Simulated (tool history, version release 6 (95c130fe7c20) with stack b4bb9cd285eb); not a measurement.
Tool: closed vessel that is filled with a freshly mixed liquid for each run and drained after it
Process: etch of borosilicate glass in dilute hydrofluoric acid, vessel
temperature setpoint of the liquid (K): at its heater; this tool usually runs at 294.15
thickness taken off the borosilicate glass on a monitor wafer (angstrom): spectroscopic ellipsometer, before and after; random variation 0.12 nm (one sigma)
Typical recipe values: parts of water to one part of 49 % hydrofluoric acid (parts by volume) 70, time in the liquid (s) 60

run   hour  temperature setpoint of the liquid (K)  parts of water to one part of 49 % hydrofluoric acid (parts by volume)  time in the liquid (s)  wafers since the last listed run  hours since the thermometer was replaced  hours since the hydrofluoric acid flow meter was replaced  hours since the gauge calibration  read-back film thickness of the borosilicate glass reference wafer, read on the same gauge (nm)  thickness taken off the borosilicate glass on a monitor wafer (angstrom)
  1      0                                  294.15                                                                      85                      60                                 0                                       420                                                      774.9                              378.5                                                                                            39.99                                                                     282.4
      20.7  -- thermometer replaced
  2   21.2                                  294.15                                                                      85                      60                              1571                                       0.5                                                      796.1                              399.7                                                                                            40.01                                                                     280.7
  3   34.3                                  294.15                                                                      70                      60                              1019                                      13.6                                                      809.2                              412.8                                                                                            39.99                                                                       349
  4   55.5                                  294.15                                                                      70                      60                              1649                                      34.8                                                      830.4                                434                                                                                            39.99                                                                     349.5
  5   78.1                                  294.15                                                                      90                      35                              1758                                      57.4                                                        853                              456.6                                                                                            40.01                                                                     155.8
  6  101.2                                  294.15                                                                      70                      45                              1797                                      80.5                                                      876.1                              479.7                                                                                            39.97                                                                       261
  7  135.8                                  294.15                                                                      70                      45                              2692                                     115.1                                                      910.7                              514.3                                                                                            39.97                                                                     263.3
  8    158                                  294.15                                                                      70                      45                              1727                                     137.3                                                      932.9                              536.5                                                                                            40.04                                                                     261.4
  9  184.8                                  294.15                                                                      70                      85                              2085                                     164.1                                                      959.7                              563.3                                                                                            40.04                                                                     500.2
 10  208.3                                  294.15                                                                      70                      85                              1828                                     187.6                                                      983.2                              586.8                                                                                            39.99                                                                     495.5
 11  221.4                                  294.15                                                                      70                      75                              1019                                     200.7                                                      996.3                              599.9                                                                                            40.03                                                                     437.5
 12  236.6                                  294.15                                                                      70                      75                              1182                                     215.9                                                     1011.5                              615.1                                                                                            40.01                                                                     438.7
 13  257.2                                  294.15                                                                      70                      75                              1602                                     236.5                                                     1032.1                              635.7                                                                                               40                                                                       435
 14  271.8                                  294.15                                                                      70                      60                              1136                                     251.1                                                     1046.7                              650.3                                                                                            40.03                                                                     349.1
 15  296.8                                  294.15                                                                      70                      60                              1945                                     276.1                                                     1071.7                              675.3                                                                                            40.01                                                                     349.5
     297.4  -- gauge calibrated
 16  316.1                                  294.15                                                                      70                      60                              1501                                     295.4                                                       1091                               18.7                                                                                            40.02                                                                     350.4
 17  332.5                                  294.15                                                                      70                      60                              1276                                     311.8                                                     1107.4                               35.1                                                                                            40.03                                                                     350.9
     364.7  -- hydrofluoric acid flow meter replaced
 18  366.4                                  291.65                                                                     100                      30                              2559                                     345.7                                                        1.7                                 69                                                                                            39.98                                                                       107
 19  384.2                                  294.15                                                                      70                      60                              1385                                     363.5                                                       19.5                               86.8                                                                                            40.03                                                                     349.9
 20  428.7                                  298.65                                                                      85                      60                              3462                                       408                                                         64                              131.3                                                                                            40.02                                                                       340
 21  445.1                                  294.15                                                                      70                      60                              1276                                     424.4                                                       80.4                              147.7                                                                                            39.98                                                                     349.8
 22    466                                  294.15                                                                      70                      60                              1626                                     445.3                                                      101.3                              168.6                                                                                               40                                                                     351.2
     472.6  -- thermometer replaced
 23  492.7                                  294.15                                                                      70                      45                              1999                                      20.1                                                        128                              195.3                                                                                            40.04                                                                     263.7
 24    510                                  290.15                                                                      45                      80                              1346                                      37.4                                                      145.3                              212.6                                                                                            39.96                                                                     627.9
 25  543.9                                  291.65                                                                     105                      60                              2637                                      71.3                                                      179.2                              246.5                                                                                            40.01                                                                     201.7
 26  568.5                                  297.15                                                                      90                      60                              1914                                      95.9                                                      203.8                              271.1                                                                                            40.05                                                                     298.7
 27  601.8                                  294.15                                                                      80                      60                              2591                                     129.2                                                      237.1                              304.4                                                                                            40.03                                                                     302.8
 28  630.4                                  291.65                                                                      80                      60                              2225                                     157.8                                                      265.7                                333                                                                                            40.01                                                                     270.5
 29  653.2                                  294.15                                                                      50                      60                              1774                                     180.6                                                      288.5                              355.8                                                                                            40.01                                                                     504.3
 30  667.8                                  294.15                                                                      70                      30                              1136                                     195.2                                                      303.1                              370.4                                                                                            39.97                                                                     175.9

Exercise: give the hidden state of the tool at every run:
liquid hotter than its thermometer reads (K): 0 across all the runs
hydrofluoric acid flow above the setpoint (%): 0 across all the runs
gauge reads high (%): 0 across all the runs
